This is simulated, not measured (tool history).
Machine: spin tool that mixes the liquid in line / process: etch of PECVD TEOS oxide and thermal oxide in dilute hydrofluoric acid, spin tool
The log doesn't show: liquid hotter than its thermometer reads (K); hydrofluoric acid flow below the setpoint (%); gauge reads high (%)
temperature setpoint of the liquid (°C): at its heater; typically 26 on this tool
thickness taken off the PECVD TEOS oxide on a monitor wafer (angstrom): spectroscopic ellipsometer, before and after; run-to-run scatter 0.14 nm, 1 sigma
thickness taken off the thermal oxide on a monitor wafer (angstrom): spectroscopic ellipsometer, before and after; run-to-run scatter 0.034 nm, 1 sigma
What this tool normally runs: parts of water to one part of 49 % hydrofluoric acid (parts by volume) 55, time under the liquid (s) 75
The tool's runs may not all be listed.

run	hour	temperature setpoint of the liquid (°C)	parts of water to one part of 49 % hydrofluoric acid (parts by volume)	time under the liquid (s)	wafers since the last listed run	hours since the thermometer was replaced	hours since the hydrofluoric acid flow meter was replaced	hours since the gauge calibration	read-back film thickness of the PECVD TEOS oxide reference wafer, read on the same gauge (nm)	read-back film thickness of the thermal oxide reference wafer, read on the same gauge (nm)	thickness taken off the PECVD TEOS oxide on a monitor wafer (angstrom)	thickness taken off the thermal oxide on a monitor wafer (angstrom)
1	0	26	55	75	0	2034.8	1847	1109.6	110.02	100.02	192.9	74.7
2	24.3	28.5	35	35	320	2059.1	1871.3	1133.9	110.02	100.03	161.3	62.2
# hour 41.7: hydrofluoric acid flow meter replaced
3	60.2	29	35	95	460	2095	18.5	1169.8	109.99	99.99	444	172.1
4	94.2	26	55	75	448	2129	52.5	1203.8	110	100.01	193.7	75.2
5	118	24.5	55	55	314	2152.8	76.3	1227.6	110	99.99	132.9	51.5
6	140.8	26	55	75	301	2175.6	99.1	1250.4	110.03	100	191.2	74.2
7	160.2	26	55	75	256	2195	118.5	1269.8	109.98	100	194.1	74.3
8	179.2	21	35	75	250	2214	137.5	1288.8	109.97	100.03	252.2	97.5
9	210.4	26	65	35	411	2245.2	168.7	1320	110.01	100.03	74.7	29.2
10	224.3	30.5	70	50	183	2259.1	182.6	1333.9	109.96	100.01	119	45.7
11	248.2	26	45	30	315	2283	206.5	1357.8	109.99	99.98	96	37
# hour 307.8: gauge calibrated
12	325.1	26	55	75	1015	2359.9	283.4	17.3	110.01	100	194	74.8
13	348	28	55	75	302	2382.8	306.3	40.2	110.04	100.03	208.8	80.6
14	365	26	55	75	224	2399.8	323.3	57.2	109.97	99.99	191.8	74.8
15	381.1	26	55	35	212	2415.9	339.4	73.3	110.05	100	91.1	34.7
# hour 387.7: thermometer replaced
16	408.1	29	40	90	343	20.4	366.4	100.3	109.99	100.01	367	142.6

Forecast run 17:
17	423.7	24.5	30	100	205	36	382	115.9	?	?	?	?

read-back film thickness of the PECVD TEOS oxide reference wafer, read on the same gauge (nm): 110.02
read-back film thickness of the thermal oxide reference wafer, read on the same gauge (nm): 99.98
thickness taken off the PECVD TEOS oxide on a monitor wafer (angstrom): 460.4
thickness taken off the thermal oxide on a monitor wafer (angstrom): 177.2
The same run, on a tool lacking any hidden state, would have yielded thickness taken off the PECVD TEOS oxide on a monitor wafer (angstrom) 460.4, thickness taken off the thermal oxide on a monitor wafer (angstrom) 177.2.
